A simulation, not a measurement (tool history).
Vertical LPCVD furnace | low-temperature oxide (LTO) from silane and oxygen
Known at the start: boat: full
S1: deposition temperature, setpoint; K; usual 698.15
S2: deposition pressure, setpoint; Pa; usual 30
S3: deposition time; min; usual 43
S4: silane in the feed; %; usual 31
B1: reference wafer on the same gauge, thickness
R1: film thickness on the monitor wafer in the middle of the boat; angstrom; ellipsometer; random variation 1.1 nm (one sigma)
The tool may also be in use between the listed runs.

run,hour,S1,S2,S3,S4,B1,R1
1,0,698.15,30,43,31,294.13,3832.8
2,53.7,698.15,30,43,31,294.01,3832.1
3,114.1,698.15,30,43,31,293.9,3808.6
4,185.5,698.15,30,43,31,294.46,3798.4
5,239.7,698.15,30,55.5,34,293.94,5568
6,276.8,698.15,30,55.5,34,294.06,5570.8
7,381.5,698.15,30,36,31,294.21,3202.5
# hour 406.8: gauge calibrated
# hour 425.9: thermocouples replaced and temperature profile calibrated
# hour 523.8: silane flow controller replaced
8,581.7,698.15,30,56,31,294.01,4814.9
9,651.5,698.15,30,43,31,293.85,3696.1
10,720.8,698.15,30,43,35,294.03,4357.2
11,807.5,698.15,30,38.5,37,294.23,4179.5
# hour 844.1: pressure gauge zeroed
12,915.4,694.15,30,29,31,293.79,2308.4
13,960.1,698.15,30,43,31,294,3590.8
14,1003.3,693.15,30,43,31,293.92,3427.8
15,1045.3,707.15,26.7,43,27,293.89,2912.1
16,1114.7,698.15,36.7,43,31,294.13,4426.1
17,1181.9,690.15,30,43,31,294.21,3328.1
18,1253.9,693.15,30,43,31,294.04,3455.2
19,1338.8,695.15,36.7,43,31,294.3,4323.8

3 ways to go on from here, each from the tool as it stands after run 19. What would each give?
A,1342.9,698.15,30,43,31,?,?
B,1342.9,698.15,34,29,31,?,?
C,1342.9,698.15,32.7,33.5,35,?,?

run,B1,R1
A,293.87,3691.7
B,293.87,2813.7
C,293.87,3664.9
Without the tool's hidden state the same runs would have given:
run,R1
A,3514.4
B,2686.2
C,3498.5
